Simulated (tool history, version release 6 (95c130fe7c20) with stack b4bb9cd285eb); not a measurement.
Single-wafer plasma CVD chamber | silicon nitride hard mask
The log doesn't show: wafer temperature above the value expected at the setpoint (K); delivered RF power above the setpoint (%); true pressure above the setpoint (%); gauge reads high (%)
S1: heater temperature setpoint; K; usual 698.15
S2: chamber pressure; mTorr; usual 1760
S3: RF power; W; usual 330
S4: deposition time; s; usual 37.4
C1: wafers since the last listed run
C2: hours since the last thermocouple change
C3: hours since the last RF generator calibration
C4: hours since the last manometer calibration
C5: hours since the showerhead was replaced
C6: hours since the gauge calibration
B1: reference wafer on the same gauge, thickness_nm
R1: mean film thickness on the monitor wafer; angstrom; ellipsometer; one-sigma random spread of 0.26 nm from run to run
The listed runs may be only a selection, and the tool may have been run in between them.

{"run": 1, "hour": 0.0, "S1": 698.15, "S2": 1760, "S3": 330, "S4": 37.4, "C1": 0, "C2": 2759.5, "C3": 674.3, "C4": 1873, "C5": 7649.6, "C6": 380.4, "B1": 48.504, "R1": 423.49}
{"run": 2, "hour": 13.3, "S1": 698.15, "S2": 1760, "S3": 330, "S4": 37.4, "C1": 350, "C2": 2772.8, "C3": 687.6, "C4": 1886.3, "C5": 7662.9, "C6": 393.7, "B1": 48.53, "R1": 423.55}
{"run": 3, "hour": 22.3, "S1": 698.15, "S2": 1760, "S3": 330, "S4": 37.4, "C1": 237, "C2": 2781.8, "C3": 696.6, "C4": 1895.3, "C5": 7671.9, "C6": 402.7, "B1": 48.535, "R1": 426.77}
{"run": 4, "hour": 33.8, "S1": 698.15, "S2": 1760, "S3": 330, "S4": 37.4, "C1": 302, "C2": 2793.3, "C3": 708.1, "C4": 1906.8, "C5": 7683.4, "C6": 414.2, "B1": 48.507, "R1": 421.74}
{"run": 5, "hour": 45.5, "S1": 698.15, "S2": 1760, "S3": 330, "S4": 33.5, "C1": 308, "C2": 2805, "C3": 719.8, "C4": 1918.5, "C5": 7695.1, "C6": 425.9, "B1": 48.448, "R1": 376.88}
{"hour": 59.5, "done": "showerhead replaced"}
{"run": 6, "hour": 60.0, "S1": 698.15, "S2": 1760, "S3": 330, "S4": 33.5, "C1": 171, "C2": 2819.5, "C3": 734.3, "C4": 1933, "C5": 0.5, "C6": 440.4, "B1": 48.479, "R1": 377.96}
{"run": 7, "hour": 68.9, "S1": 698.15, "S2": 1760, "S3": 330, "S4": 33.5, "C1": 234, "C2": 2828.4, "C3": 743.2, "C4": 1941.9, "C5": 9.4, "C6": 449.3, "B1": 48.544, "R1": 375.16}
{"run": 8, "hour": 76.3, "S1": 698.15, "S2": 1760, "S3": 330, "S4": 37.4, "C1": 194, "C2": 2835.8, "C3": 750.6, "C4": 1949.3, "C5": 16.8, "C6": 456.7, "B1": 48.477, "R1": 419.78}
{"run": 9, "hour": 83.6, "S1": 698.15, "S2": 1760, "S3": 330, "S4": 37.4, "C1": 192, "C2": 2843.1, "C3": 757.9, "C4": 1956.6, "C5": 24.1, "C6": 464, "B1": 48.555, "R1": 418.9}
{"run": 10, "hour": 99.4, "S1": 698.15, "S2": 1760, "S3": 295, "S4": 37.4, "C1": 416, "C2": 2858.9, "C3": 773.7, "C4": 1972.4, "C5": 39.9, "C6": 479.8, "B1": 48.487, "R1": 377.67}
{"hour": 112.6, "done": "capacitance manometer re-zeroed and calibrated"}
{"run": 11, "hour": 113.4, "S1": 698.15, "S2": 1760, "S3": 295, "S4": 37.4, "C1": 158, "C2": 2872.9, "C3": 787.7, "C4": 0.8, "C5": 53.9, "C6": 493.8, "B1": 48.469, "R1": 372.48}
{"run": 12, "hour": 124.8, "S1": 698.15, "S2": 1760, "S3": 330, "S4": 37.4, "C1": 300, "C2": 2884.3, "C3": 799.1, "C4": 12.2, "C5": 65.3, "C6": 505.2, "B1": 48.518, "R1": 416.55}
{"hour": 132.8, "done": "RF generator calibrated"}
{"run": 13, "hour": 134.6, "S1": 690.15, "S2": 1760, "S3": 300, "S4": 41.7, "C1": 47, "C2": 2894.1, "C3": 1.8, "C4": 22, "C5": 75.1, "C6": 515, "B1": 48.529, "R1": 452.24}
{"run": 14, "hour": 148.6, "S1": 707.15, "S2": 2190, "S3": 370, "S4": 37.4, "C1": 368, "C2": 2908.1, "C3": 15.8, "C4": 36, "C5": 89.1, "C6": 529, "B1": 48.395, "R1": 510.73}
{"run": 15, "hour": 159.0, "S1": 708.15, "S2": 1760, "S3": 360, "S4": 37.4, "C1": 274, "C2": 2918.5, "C3": 26.2, "C4": 46.4, "C5": 99.5, "C6": 539.4, "B1": 48.511, "R1": 481.33}
{"run": 16, "hour": 167.4, "S1": 698.15, "S2": 1760, "S3": 350, "S4": 31.8, "C1": 221, "C2": 2926.9, "C3": 34.6, "C4": 54.8, "C5": 107.9, "C6": 547.8, "B1": 48.531, "R1": 399.35}
{"run": 17, "hour": 183.7, "S1": 706.15, "S2": 1760, "S3": 330, "S4": 37.4, "C1": 429, "C2": 2943.2, "C3": 50.9, "C4": 71.1, "C5": 124.2, "C6": 564.1, "B1": 48.45, "R1": 441.25}
{"hour": 185.3, "done": "gauge calibrated"}
{"run": 18, "hour": 197.5, "S1": 698.15, "S2": 1540, "S3": 300, "S4": 40.7, "C1": 363, "C2": 2957, "C3": 64.7, "C4": 84.9, "C5": 138, "C6": 12.2, "B1": 48.533, "R1": 425.75}
{"hour": 207.4, "done": "thermocouple changed; heater temperature recalibrated"}
{"run": 19, "hour": 207.9, "S1": 698.15, "S2": 1560, "S3": 330, "S4": 37.4, "C1": 63, "C2": 0.5, "C3": 75.1, "C4": 95.3, "C5": 148.4, "C6": 22.6, "B1": 48.505, "R1": 429.29}
{"run": 20, "hour": 219.2, "S1": 689.15, "S2": 1760, "S3": 375, "S4": 41.4, "C1": 297, "C2": 11.8, "C3": 86.4, "C4": 106.6, "C5": 159.7, "C6": 33.9, "B1": 48.464, "R1": 547.75}
{"run": 21, "hour": 234.5, "S1": 698.15, "S2": 1760, "S3": 330, "S4": 34.2, "C1": 403, "C2": 27.1, "C3": 101.7, "C4": 121.9, "C5": 175, "C6": 49.2, "B1": 48.493, "R1": 404.92}
{"run": 22, "hour": 242.9, "S1": 698.15, "S2": 1760, "S3": 275, "S4": 37.4, "C1": 221, "C2": 35.5, "C3": 110.1, "C4": 130.3, "C5": 183.4, "C6": 57.6, "B1": 48.513, "R1": 369.98}
{"run": 23, "hour": 259.9, "S1": 703.15, "S2": 1650, "S3": 330, "S4": 37.4, "C1": 447, "C2": 52.5, "C3": 127.1, "C4": 147.3, "C5": 200.4, "C6": 74.6, "B1": 48.478, "R1": 432.77}
{"run": 24, "hour": 267.1, "S1": 698.15, "S2": 1760, "S3": 330, "S4": 37.4, "C1": 189, "C2": 59.7, "C3": 134.3, "C4": 154.5, "C5": 207.6, "C6": 81.8, "B1": 48.485, "R1": 443.29}
{"run": 25, "hour": 283.6, "S1": 698.15, "S2": 1520, "S3": 330, "S4": 40.8, "C1": 434, "C2": 76.2, "C3": 150.8, "C4": 171, "C5": 224.1, "C6": 98.3, "B1": 48.467, "R1": 467.88}
{"run": 26, "hour": 290.2, "S1": 698.15, "S2": 1760, "S3": 360, "S4": 37.4, "C1": 173, "C2": 82.8, "C3": 157.4, "C4": 177.6, "C5": 230.7, "C6": 104.9, "B1": 48.539, "R1": 478.61}
{"run": 27, "hour": 304.1, "S1": 698.15, "S2": 2100, "S3": 370, "S4": 30.8, "C1": 366, "C2": 96.7, "C3": 171.3, "C4": 191.5, "C5": 244.6, "C6": 118.8, "B1": 48.513, "R1": 418.18}
{"run": 28, "hour": 315.4, "S1": 689.15, "S2": 1490, "S3": 330, "S4": 37.4, "C1": 297, "C2": 108, "C3": 182.6, "C4": 202.8, "C5": 255.9, "C6": 130.1, "B1": 48.5, "R1": 430.12}
{"run": 29, "hour": 330.3, "S1": 698.15, "S2": 2100, "S3": 370, "S4": 30.8, "C1": 392, "C2": 122.9, "C3": 197.5, "C4": 217.7, "C5": 270.8, "C6": 145, "B1": 48.487, "R1": 420.27}
{"run": 30, "hour": 379.2, "S1": 698.15, "S2": 1760, "S3": 330, "S4": 43.1, "C1": 1288, "C2": 171.8, "C3": 246.4, "C4": 266.6, "C5": 319.7, "C6": 193.9, "B1": 48.498, "R1": 509.97}

Consider 3 possible next runs. They are alternatives, not a sequence: every one starts from the tool as it was left by run 30. What does each give?
{"run": "A", "hour": 379.6, "S1": 698.15, "S2": 1760, "S3": 330, "S4": 30.6, "C1": 10, "C2": 172.2, "C3": 246.8, "C4": 267, "C5": 320.1, "C6": 194.3, "B1": "?", "R1": "?"}
{"run": "B", "hour": 379.6, "S1": 698.15, "S2": 1760, "S3": 330, "S4": 30.4, "C1": 10, "C2": 172.2, "C3": 246.8, "C4": 267, "C5": 320.1, "C6": 194.3, "B1": "?", "R1": "?"}
{"run": "C", "hour": 379.6, "S1": 687.15, "S2": 2010, "S3": 330, "S4": 40.9, "C1": 10, "C2": 172.2, "C3": 246.8, "C4": 267, "C5": 320.1, "C6": 194.3, "B1": "?", "R1": "?"}

run=A B1=48.52 R1=363.48
run=B B1=48.52 R1=361.11
run=C B1=48.52 R1=503.03
Without the tool's unlogged condition, the same runs would have read:
run=A R1=365.83
run=B R1=363.44
run=C R1=506.28
